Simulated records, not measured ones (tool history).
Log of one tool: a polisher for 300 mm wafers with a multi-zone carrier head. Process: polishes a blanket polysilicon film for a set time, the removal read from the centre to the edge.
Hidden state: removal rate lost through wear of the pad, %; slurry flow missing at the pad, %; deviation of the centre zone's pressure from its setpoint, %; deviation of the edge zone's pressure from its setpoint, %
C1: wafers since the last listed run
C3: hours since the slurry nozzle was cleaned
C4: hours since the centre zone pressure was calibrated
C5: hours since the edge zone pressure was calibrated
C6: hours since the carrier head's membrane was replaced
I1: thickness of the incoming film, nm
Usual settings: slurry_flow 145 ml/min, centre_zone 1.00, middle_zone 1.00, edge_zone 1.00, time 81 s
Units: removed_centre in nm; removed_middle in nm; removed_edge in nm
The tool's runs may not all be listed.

Run 1, hour 0.0: usual settings but slurry_flow 190 ml/min, middle_zone 0.94; C1 0; wafers polished on this pad 100; C3 131.1; C4 421.0; C5 474.4; C6 54.8; I1 1320.4. Result: removed_centre 544.2 nm, removed_middle 485.3 nm, removed_edge 514.5 nm.
Run 2, hour 69.9: usual settings; C1 485; wafers polished on this pad 586; C3 201.0; C4 490.9; C5 544.3; C6 124.7; I1 1325.2. Result: removed_centre 503.4 nm, removed_middle 477.1 nm, removed_edge 500.4 nm.
Run 3, hour 138.8: usual settings but slurry_flow 180 ml/min, centre_zone 0.96, middle_zone 0.88, edge_zone 1.11; C1 478; wafers polished on this pad 1064; C3 269.9; C4 559.8; C5 613.2; C6 193.6; I1 1305.2. Result: removed_centre 491.3 nm, removed_middle 441.8 nm, removed_edge 520.6 nm.
Run 4, hour 195.9: usual settings but slurry_flow 120 ml/min, middle_zone 0.90, edge_zone 0.91; C1 396; wafers polished on this pad 1461; C3 327.0; C4 616.9; C5 670.3; C6 250.7; I1 1310.0. Result: removed_centre 465.9 nm, removed_middle 420.1 nm, removed_edge 448.0 nm.
At hour 222.1: edge zone pressure recalibrated.
Run 5, hour 230.2: usual settings; C1 224; wafers polished on this pad 1685; C3 361.3; C4 651.2; C5 8.1; C6 285.0; I1 1336.0. Result: removed_centre 495.6 nm, removed_middle 471.3 nm, removed_edge 474.7 nm.
Run 6, hour 267.1: usual settings but edge_zone 0.95; C1 256; wafers polished on this pad 1941; C3 398.2; C4 688.1; C5 45.0; C6 321.9; I1 1328.3. Result: removed_centre 482.4 nm, removed_middle 473.9 nm, removed_edge 468.2 nm.
At hour 314.1: slurry nozzle cleaned.
Run 7, hour 329.3: usual settings; C1 425; wafers polished on this pad 2366; C3 15.2; C4 750.3; C5 107.2; C6 384.1; I1 1311.1. Result: removed_centre 481.6 nm, removed_middle 477.8 nm, removed_edge 474.3 nm.
Run 8, hour 355.5: usual settings but slurry_flow 125 ml/min, edge_zone 1.12; C1 181; wafers polished on this pad 2548; C3 41.4; C4 776.5; C5 133.4; C6 410.3; I1 1313.1. Result: removed_centre 462.6 nm, removed_middle 463.4 nm, removed_edge 491.4 nm.
Run 9, hour 398.8: usual settings but slurry_flow 190 ml/min, middle_zone 0.92, time 61 s; C1 300; wafers polished on this pad 2849; C3 84.7; C4 819.8; C5 176.7; C6 453.6; I1 1336.9. Result: removed_centre 377.6 nm, removed_middle 345.2 nm, removed_edge 360.9 nm.
Run 10, hour 456.0: usual settings; C1 397; wafers polished on this pad 3246; C3 141.9; C4 877.0; C5 233.9; C6 510.8; I1 1330.1. Result: removed_centre 482.5 nm, removed_middle 469.7 nm, removed_edge 471.9 nm.
At hour 470.5: worn pad replaced by a new one.
Run 11, hour 497.4: usual settings; C1 259; wafers polished on this pad 186; C3 183.3; C4 918.4; C5 275.3; C6 552.2; I1 1313.8. Result: removed_centre 528.5 nm, removed_middle 505.6 nm, removed_edge 500.6 nm.
Run 12, hour 557.7: usual settings but edge_zone 0.90; C1 418; wafers polished on this pad 605; C3 243.6; C4 978.7; C5 335.6; C6 612.5; I1 1333.7. Result: removed_centre 505.3 nm, removed_middle 481.5 nm, removed_edge 471.5 nm.
Run 13, hour 620.8: usual settings but middle_zone 0.96, edge_zone 1.11, time 62 s; C1 438; wafers polished on this pad 1043; C3 306.7; C4 1041.8; C5 398.7; C6 675.6; I1 1318.7. Result: removed_centre 385.8 nm, removed_middle 356.2 nm, removed_edge 392.9 nm.
Run 14, hour 676.4: usual settings but middle_zone 0.96; C1 386; wafers polished on this pad 1429; C3 362.3; C4 1097.4; C5 454.3; C6 731.2; I1 1334.6. Result: removed_centre 500.9 nm, removed_middle 459.9 nm, removed_edge 483.1 nm.
Run 15, hour 737.4: usual settings but centre_zone 1.04, middle_zone 1.08; C1 423; wafers polished on this pad 1853; C3 423.3; C4 1158.4; C5 515.3; C6 792.2; I1 1291.9. Result: removed_centre 508.4 nm, removed_middle 494.8 nm, removed_edge 479.5 nm.
Run 16, hour 763.7: usual settings but middle_zone 0.90, time 96 s; C1 182; wafers polished on this pad 2036; C3 449.6; C4 1184.7; C5 541.6; C6 818.5; I1 1319.6. Result: removed_centre 579.7 nm, removed_middle 516.7 nm, removed_edge 575.3 nm.
At hour 772.7: slurry nozzle cleaned.
At hour 783.6: centre zone pressure recalibrated.
Run 17, hour 815.4: usual settings but middle_zone 0.89; C1 338; wafers polished on this pad 2374; C3 42.7; C4 31.8; C5 593.3; C6 870.2; I1 1306.2. Result: removed_centre 483.3 nm, removed_middle 430.5 nm, removed_edge 472.0 nm.
At hour 852.9: edge zone pressure recalibrated.
Run 18, hour 867.5: usual settings but middle_zone 0.95; C1 347; wafers polished on this pad 2722; C3 94.8; C4 83.9; C5 14.6; C6 922.3; I1 1304.7. Result: removed_centre 482.7 nm, removed_middle 443.8 nm, removed_edge 474.3 nm.
Run 19, hour 937.8: usual settings but slurry_flow 195 ml/min; C1 488; wafers polished on this pad 3210; C3 165.1; C4 154.2; C5 84.9; C6 992.6; I1 1323.7. Result: removed_centre 503.5 nm, removed_middle 483.6 nm, removed_edge 498.8 nm.
At hour 946.5: worn pad replaced by a new one.
Run 20, hour 979.1: usual settings but time 90 s; C1 259; wafers polished on this pad 226; C3 206.4; C4 195.5; C5 126.2; C6 1033.9; I1 1323.7. Result: removed_centre 562.1 nm, removed_middle 551.7 nm, removed_edge 549.0 nm.
Run 21, hour 1028.5: usual settings but slurry_flow 170 ml/min, time 102 s; C1 343; wafers polished on this pad 569; C3 255.8; C4 244.9; C5 175.6; C6 1083.3; I1 1318.4. Result: removed_centre 664.2 nm, removed_middle 624.1 nm, removed_edge 634.5 nm.
Run 22, hour 1066.1: usual settings but time 98 s; C1 261; wafers polished on this pad 830; C3 293.4; C4 282.5; C5 213.2; C6 1120.9; I1 1330.9. Result: removed_centre 600.7 nm, removed_middle 588.8 nm, removed_edge 583.5 nm.

The tool's hidden state at each run:
slurry flow missing at the pad, %: 0 in every run
deviation of the centre zone's pressure from its setpoint, %: 0 in every run
deviation of the edge zone's pressure from its setpoint, %: 0 in every run
H1: removal rate lost through wear of the pad, %
run    H1
  1  1.48
  2  4.01
  3  5.56
  4   6.4
  5  6.77
  6  7.09
  7  7.47
  8  7.58
  9  7.74
 10  7.88
 11  1.46
 12  3.52
 13  4.95
 14  5.79
 15  6.41
 16  6.61
 17  6.91
 18  7.12
 19  7.31
 20  2.53
 21  4.22
 22  5.17
